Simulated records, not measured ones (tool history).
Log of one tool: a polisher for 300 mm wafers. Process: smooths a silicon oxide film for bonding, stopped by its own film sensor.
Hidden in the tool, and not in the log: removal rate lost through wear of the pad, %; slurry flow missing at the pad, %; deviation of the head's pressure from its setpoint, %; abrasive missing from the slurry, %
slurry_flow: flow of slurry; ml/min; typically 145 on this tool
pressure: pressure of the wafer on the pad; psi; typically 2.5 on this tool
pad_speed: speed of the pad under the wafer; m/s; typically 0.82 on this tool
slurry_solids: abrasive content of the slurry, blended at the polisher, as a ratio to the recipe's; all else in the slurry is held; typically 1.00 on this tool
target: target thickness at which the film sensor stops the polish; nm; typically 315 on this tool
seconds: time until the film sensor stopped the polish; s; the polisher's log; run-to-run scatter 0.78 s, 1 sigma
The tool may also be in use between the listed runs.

run,hour,slurry_flow,pressure,pad_speed,slurry_solids,target,wafers since the last listed run,wafers polished on this pad,hours since the slurry nozzle was cleaned,hours since the head pressure was calibrated,hours since the slurry blender was calibrated,"incoming thickness of the incoming film, nm",seconds
1,0.0,145,2.5,0.82,1.00,315,0,1788,163.5,281.7,83.7,369.0,65.9
2,35.0,145,2.5,0.82,1.00,315,395,2183,198.5,316.7,118.7,369.0,64.7
3,54.9,145,2.5,0.82,1.00,315,224,2408,218.4,336.6,138.6,375.6,73.0
# hour 67.4: slurry nozzle cleaned
4,76.8,145,2.5,0.82,1.00,315,235,2644,9.4,358.5,160.5,368.0,66.0
# hour 95.2: worn pad replaced by a new one
5,110.7,145,2.5,0.82,1.00,315,337,175,43.3,392.4,194.4,366.4,58.8
6,133.6,145,2.5,0.82,1.00,315,258,433,66.2,415.3,217.3,372.6,65.7
7,145.7,145,2.5,0.82,1.00,315,136,570,78.3,427.4,229.4,367.8,61.4
# hour 179.9: slurry blender recalibrated
8,180.4,145,2.5,0.82,1.00,315,369,939,113.0,462.1,0.5,376.9,72.1
9,198.0,145,2.5,0.82,1.00,315,198,1138,130.6,479.7,18.1,368.4,62.8
10,221.7,145,2.5,0.82,1.00,303,267,1405,154.3,503.4,41.8,373.9,86.2
# hour 273.4: slurry nozzle cleaned
11,281.7,145,2.5,0.82,1.00,315,666,2072,8.3,563.4,101.8,370.0,67.9
12,297.8,145,2.1,0.82,1.00,333,181,2253,24.4,579.5,117.9,375.6,57.9
13,319.0,145,2.5,0.82,1.00,315,239,2493,45.6,600.7,139.1,369.6,67.3
# hour 329.1: worn pad replaced by a new one, of another model than before
14,355.0,190,2.5,0.82,0.90,315,361,292,81.6,636.7,175.1,369.6,66.1
15,390.6,145,3.0,0.72,1.10,303,401,694,117.2,672.3,210.7,363.3,64.4
# hour 454.9: slurry blender recalibrated
16,463.8,145,2.0,0.64,1.25,305,803,1498,190.4,745.5,8.9,371.9,88.5
# hour 481.5: slurry nozzle cleaned
17,489.6,145,3.4,0.82,1.00,315,280,1778,8.1,771.3,34.7,368.3,53.3
# hour 499.5: head pressure recalibrated
18,504.0,145,2.5,0.82,1.00,315,140,1918,22.5,4.5,49.1,371.1,67.0
19,526.2,145,2.5,0.82,1.00,315,250,2169,44.7,26.7,71.3,370.8,67.0
20,545.3,120,2.5,0.82,1.20,315,215,2384,63.8,45.8,90.4,363.9,53.0
# hour 580.7: worn pad replaced by a new one
21,581.2,145,2.5,0.82,1.00,298,360,5,99.7,81.7,126.3,376.6,91.3
22,597.0,185,3.3,0.92,1.30,315,178,183,115.5,97.5,142.1,368.5,40.1
23,618.3,145,1.8,0.94,1.25,303,240,424,136.8,118.8,163.4,370.7,72.1
24,652.1,145,2.5,0.82,1.00,315,381,806,170.6,152.6,197.2,378.3,73.6
25,671.8,145,2.5,0.82,1.00,315,222,1028,190.3,172.3,216.9,369.2,63.5
26,683.9,145,2.5,0.82,1.00,331,136,1165,202.4,184.4,229.0,368.0,44.5
# hour 694.2: slurry nozzle cleaned
27,707.0,145,2.5,0.82,1.00,315,249,1414,12.8,207.5,252.1,372.5,67.1

Run 28 is up next; what results do you expect?
28,737.6,145,2.0,0.82,0.70,315,345,1760,43.4,238.1,282.7,368.2,?

seconds: 106.2 s
With the hidden condition absent and the run-to-run variation left alone, this run would have shown seconds 100.6 s.
